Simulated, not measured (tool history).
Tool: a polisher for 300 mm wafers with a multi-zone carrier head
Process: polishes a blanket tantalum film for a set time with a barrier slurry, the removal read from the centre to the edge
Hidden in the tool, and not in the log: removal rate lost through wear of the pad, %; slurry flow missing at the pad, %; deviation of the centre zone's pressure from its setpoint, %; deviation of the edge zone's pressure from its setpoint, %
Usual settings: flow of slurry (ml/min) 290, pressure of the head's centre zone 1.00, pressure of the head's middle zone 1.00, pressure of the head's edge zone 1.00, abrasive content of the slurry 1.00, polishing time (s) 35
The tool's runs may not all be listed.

| run | hour | flow of slurry (ml/min) | pressure of the head's centre zone | pressure of the head's middle zone | pressure of the head's edge zone | abrasive content of the slurry | polishing time (s) | wafers since the last listed run | wafers polished on this pad | hours since the slurry nozzle was cleaned | hours since the centre zone pressure was calibrated | hours since the edge zone pressure was calibrated | hours since the carrier head's membrane was replaced | incoming thickness of the incoming film, nm | film removed at the wafer's centre (angstrom) | film removed at mid-radius (angstrom) | film removed at the wafer's edge (angstrom) |
|---|---|---|---|---|---|---|---|---|---|---|---|---|---|---|---|---|---|
| 1 | 0.0 | 290 | 1.00 | 1.00 | 1.00 | 1.00 | 35 | 0 | 918 | 384.7 | 462.4 | 194.1 | 1055.1 | 469.2 | 486 | 478 | 492 |
| 2 | 35.6 | 290 | 1.00 | 1.00 | 1.00 | 0.80 | 35 | 322 | 1240 | 420.3 | 498.0 | 229.7 | 1090.7 | 466.1 | 452 | 447 | 469 |
|  | 51.8 | worn pad replaced by a new one, of another model than before |
| 3 | 70.7 | 290 | 1.00 | 1.00 | 0.94 | 1.00 | 35 | 281 | 171 | 455.4 | 533.1 | 264.8 | 1125.8 | 456.4 | 433 | 447 | 444 |
| 4 | 84.9 | 290 | 1.00 | 0.93 | 1.00 | 0.85 | 35 | 128 | 299 | 469.6 | 547.3 | 279.0 | 1140.0 | 459.3 | 411 | 399 | 448 |
| 5 | 99.7 | 290 | 1.00 | 0.93 | 1.00 | 0.85 | 35 | 134 | 434 | 484.4 | 562.1 | 293.8 | 1154.8 | 461.2 | 391 | 379 | 431 |
| 6 | 117.5 | 290 | 1.00 | 0.93 | 1.00 | 0.85 | 35 | 161 | 595 | 502.2 | 579.9 | 311.6 | 1172.6 | 455.5 | 378 | 371 | 429 |
|  | 126.9 | carrier head's membrane replaced by a new one |
|  | 131.1 | slurry nozzle cleaned |
| 7 | 135.4 | 245 | 1.00 | 1.00 | 1.00 | 1.00 | 35 | 107 | 703 | 4.3 | 597.8 | 329.5 | 8.5 | 460.6 | 490 | 494 | 505 |
| 8 | 152.9 | 290 | 1.00 | 1.00 | 1.11 | 0.75 | 35 | 158 | 862 | 21.8 | 615.3 | 347.0 | 26.0 | 454.1 | 463 | 471 | 507 |
| 9 | 187.4 | 290 | 1.00 | 1.00 | 1.00 | 1.00 | 35 | 312 | 1174 | 56.3 | 649.8 | 381.5 | 60.5 | 460.4 | 503 | 508 | 518 |
|  | 194.7 | worn pad replaced by a new one |
| 10 | 209.9 | 290 | 0.91 | 1.00 | 1.00 | 1.00 | 35 | 167 | 137 | 78.8 | 672.3 | 404.0 | 83.0 | 455.0 | 470 | 515 | 507 |
| 11 | 235.5 | 325 | 1.00 | 1.00 | 0.96 | 1.10 | 46 | 232 | 369 | 104.4 | 697.9 | 429.6 | 108.6 | 465.9 | 659 | 691 | 684 |
| 12 | 270.5 | 290 | 1.00 | 1.00 | 1.00 | 1.00 | 35 | 317 | 687 | 139.4 | 732.9 | 464.6 | 143.6 | 455.6 | 504 | 511 | 521 |
|  | 279.3 | centre zone pressure recalibrated |
|  | 290.9 | edge zone pressure recalibrated |
| 13 | 304.0 | 290 | 1.00 | 1.00 | 0.91 | 1.00 | 35 | 267 | 954 | 172.9 | 24.7 | 13.1 | 177.1 | 453.7 | 491 | 497 | 490 |
| 14 | 334.1 | 290 | 1.00 | 1.00 | 1.00 | 1.00 | 35 | 272 | 1227 | 203.0 | 54.8 | 43.2 | 207.2 | 457.4 | 506 | 499 | 511 |
|  | 341.1 | worn pad replaced by a new one |
| 15 | 363.4 | 290 | 0.88 | 1.11 | 1.10 | 0.80 | 35 | 229 | 201 | 232.3 | 84.1 | 72.5 | 236.5 | 465.7 | 415 | 519 | 490 |
| 16 | 391.0 | 290 | 1.00 | 1.00 | 1.00 | 1.25 | 26 | 250 | 452 | 259.9 | 111.7 | 100.1 | 264.1 | 456.2 | 383 | 387 | 393 |
| 17 | 414.6 | 290 | 1.00 | 1.00 | 1.00 | 1.00 | 35 | 213 | 666 | 283.5 | 135.3 | 123.7 | 287.7 | 461.8 | 473 | 486 | 514 |
| 18 | 431.4 | 230 | 1.00 | 1.00 | 1.00 | 1.00 | 35 | 152 | 818 | 300.3 | 152.1 | 140.5 | 304.5 | 458.3 | 454 | 462 | 477 |
| 19 | 457.7 | 290 | 1.00 | 1.00 | 1.00 | 1.00 | 35 | 238 | 1056 | 326.6 | 178.4 | 166.8 | 330.8 | 467.5 | 485 | 494 | 501 |
|  | 493.2 | worn pad replaced by a new one |
| 20 | 493.7 | 290 | 0.95 | 0.96 | 1.00 | 1.10 | 24 | 290 | 4 | 362.6 | 214.4 | 202.8 | 366.8 | 458.7 | 313 | 326 | 350 |
| 21 | 525.2 | 290 | 1.00 | 1.00 | 1.00 | 0.85 | 26 | 285 | 289 | 394.1 | 245.9 | 234.3 | 398.3 | 464.8 | 327 | 333 | 340 |

5 ways to go on from here, each from the tool as it stands after run 21. What would each give?
| A | 525.6 | 290 | 1.00 | 1.04 | 1.00 | 1.00 | 35 | 3 | 293 | 394.5 | 246.3 | 234.7 | 398.7 | 459.6 | ? | ? | ? |
| B | 525.6 | 290 | 1.00 | 0.97 | 0.96 | 1.30 | 40 | 3 | 293 | 394.5 | 246.3 | 234.7 | 398.7 | 459.6 | ? | ? | ? |
| C | 525.6 | 290 | 1.00 | 1.00 | 1.00 | 1.00 | 45 | 3 | 293 | 394.5 | 246.3 | 234.7 | 398.7 | 459.6 | ? | ? | ? |
| D | 525.6 | 290 | 1.00 | 1.00 | 1.08 | 1.00 | 35 | 3 | 293 | 394.5 | 246.3 | 234.7 | 398.7 | 459.6 | ? | ? | ? |
| E | 525.6 | 290 | 1.05 | 1.00 | 0.93 | 1.00 | 35 | 3 | 293 | 394.5 | 246.3 | 234.7 | 398.7 | 459.6 | ? | ? | ? |

| run | film removed at the wafer's centre (angstrom) | film removed at mid-radius (angstrom) | film removed at the wafer's edge (angstrom) |
|---|---|---|---|
| A | 458 | 488 | 488 |
| B | 554 | 557 | 580 |
| C | 588 | 607 | 628 |
| D | 457 | 472 | 507 |
| E | 479 | 472 | 472 |
Without the tool's hidden state the same runs would have given:
| run | film removed at the wafer's centre (angstrom) | film removed at mid-radius (angstrom) | film removed at the wafer's edge (angstrom) |
|---|---|---|---|
| A | 502 | 530 | 519 |
| B | 607 | 605 | 616 |
| C | 645 | 659 | 667 |
| D | 501 | 512 | 539 |
| E | 525 | 512 | 501 |
